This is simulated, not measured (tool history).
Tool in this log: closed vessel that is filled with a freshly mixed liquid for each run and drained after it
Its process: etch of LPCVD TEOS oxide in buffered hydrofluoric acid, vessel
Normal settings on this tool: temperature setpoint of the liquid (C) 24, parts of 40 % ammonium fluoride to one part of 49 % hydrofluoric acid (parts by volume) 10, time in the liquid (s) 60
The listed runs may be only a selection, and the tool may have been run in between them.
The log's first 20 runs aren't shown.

run,hour,temperature setpoint of the liquid (C),parts of 40 % ammonium fluoride to one part of 49 % hydrofluoric acid (parts by volume),time in the liquid (s),wafers since the last listed run,hours since the thermometer was replaced,hours since the hydrofluoric acid flow meter was replaced,hours since the gauge calibration,"read-back film thickness of the LPCVD TEOS oxide reference wafer, read on the same gauge (nm)",thickness taken off the LPCVD TEOS oxide on a monitor wafer (angstrom)
21,2086.1,24,10,70,4407,56.7,1767.9,273.1,50,1678.7
22,2155.9,26,10,85,7087,126.5,1837.7,342.9,49.99,2284
23,2250.2,25.5,7.5,60,9575,220.8,1932,437.2,50.02,2127.1
24,2334.1,26,6.5,45,8519,304.7,2015.9,521.1,49.99,1865.8
25,2430.4,24,6.5,60,9778,401,2112.2,617.4,50.02,2246.2
26,2537.1,29,10,60,10834,507.7,2218.9,724.1,49.99,1910.2
27,2600.5,25.5,9,40,6437,571.1,2282.3,787.5,50.01,1188.5
# hour 2614.9: hydrofluoric acid flow meter replaced
28,2688.6,24,10,30,8844,659.2,73.7,875.6,49.99,694.1
29,2796.6,24,12.5,35,10966,767.2,181.7,983.6,50,646.4
30,2833.5,24,7.5,60,3747,804.1,218.6,1020.5,49.99,1796.8
31,2918.6,24,13.5,90,8641,889.2,303.7,1105.6,50,1571
32,2971.7,27.5,11,60,5392,942.3,356.8,1158.7,49.99,1548.6
33,3068.5,24,10,45,9829,1039.1,453.6,1255.5,49.99,1047.9

Branching from run 33: 4 alternative next runs. What would each branch give?
A,3069.2,24,10,60,71,1039.8,454.3,1256.2,?,?
B,3069.2,24,8,50,71,1039.8,454.3,1256.2,?,?
C,3069.2,28,12.5,45,71,1039.8,454.3,1256.2,?,?
D,3069.2,24,12,80,71,1039.8,454.3,1256.2,?,?

run,"read-back film thickness of the LPCVD TEOS oxide reference wafer, read on the same gauge (nm)",thickness taken off the LPCVD TEOS oxide on a monitor wafer (angstrom)
A,50,1398.5
B,50,1431.8
C,50,1056.2
D,50,1575.4
What these runs would have given with no unlogged condition in the tool:
run,thickness taken off the LPCVD TEOS oxide on a monitor wafer (angstrom)
A,1375.4
B,1391.6
C,1029.3
D,1535.2
